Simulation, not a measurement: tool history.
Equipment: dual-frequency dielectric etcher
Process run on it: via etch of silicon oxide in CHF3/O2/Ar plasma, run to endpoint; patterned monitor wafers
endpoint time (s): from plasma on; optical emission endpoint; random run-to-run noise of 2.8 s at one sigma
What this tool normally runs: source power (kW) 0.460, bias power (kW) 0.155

run,hour,source power (kW),bias power (kW),"incoming incoming film thickness, nm",endpoint time (s)
1,0.0,0.460,0.155,822.4,449.8
# hour 25.8: wet clean of the chamber
2,26.9,0.460,0.155,832.4,453.9
3,89.9,0.500,0.140,823.0,462.1
4,153.9,0.460,0.170,833.9,435.2
5,178.2,0.460,0.170,819.3,429.5
6,216.4,0.460,0.170,821.3,428.2
7,265.9,0.460,0.155,830.7,452.8
8,304.8,0.460,0.155,829.8,458.1
9,346.2,0.460,0.155,826.4,449.4
# hour 376.0: wet clean of the chamber
10,382.7,0.460,0.180,828.0,424.4
11,413.3,0.460,0.180,819.5,418.8
12,457.7,0.460,0.180,825.7,417.6
13,485.6,0.400,0.155,819.9,460.4
14,530.8,0.490,0.155,836.1,453.9
# hour 560.1: upper electrode replaced
15,592.1,0.490,0.155,815.8,438.5
16,619.4,0.580,0.179,825.8,399.9
17,674.2,0.460,0.155,825.1,454.2
18,698.5,0.340,0.165,825.6,473.6
# hour 743.6: bias power generator calibrated
# hour 757.3: source power generator calibrated
# hour 767.9: wet clean of the chamber
19,768.4,0.410,0.177,824.0,435.2
20,807.7,0.460,0.155,818.8,447.1
21,870.7,0.460,0.155,821.2,450.7
22,910.4,0.340,0.144,831.2,502.0
23,955.8,0.360,0.185,823.3,441.7
24,990.2,0.460,0.155,832.6,453.6
25,1025.1,0.540,0.168,821.8,414.8
26,1055.9,0.530,0.190,823.1,397.3
27,1103.9,0.500,0.128,824.0,484.0
# hour 1162.6: wet clean of the chamber
28,1166.6,0.360,0.139,817.7,500.5
29,1224.9,0.510,0.169,832.5,424.5
30,1266.3,0.570,0.126,824.2,472.4
31,1317.2,0.560,0.155,825.2,431.7
32,1363.5,0.580,0.186,821.2,390.5
33,1423.5,0.520,0.129,833.4,481.1
34,1478.8,0.340,0.142,828.8,503.2

For each run, what was the tool's unlogged condition?
etch rate over this chamber's usual, %: 0, the same for each run
source power that arrives over what is set, %: 0, the same for each run
bias power that arrives over what is set, %: 0, the same for each run
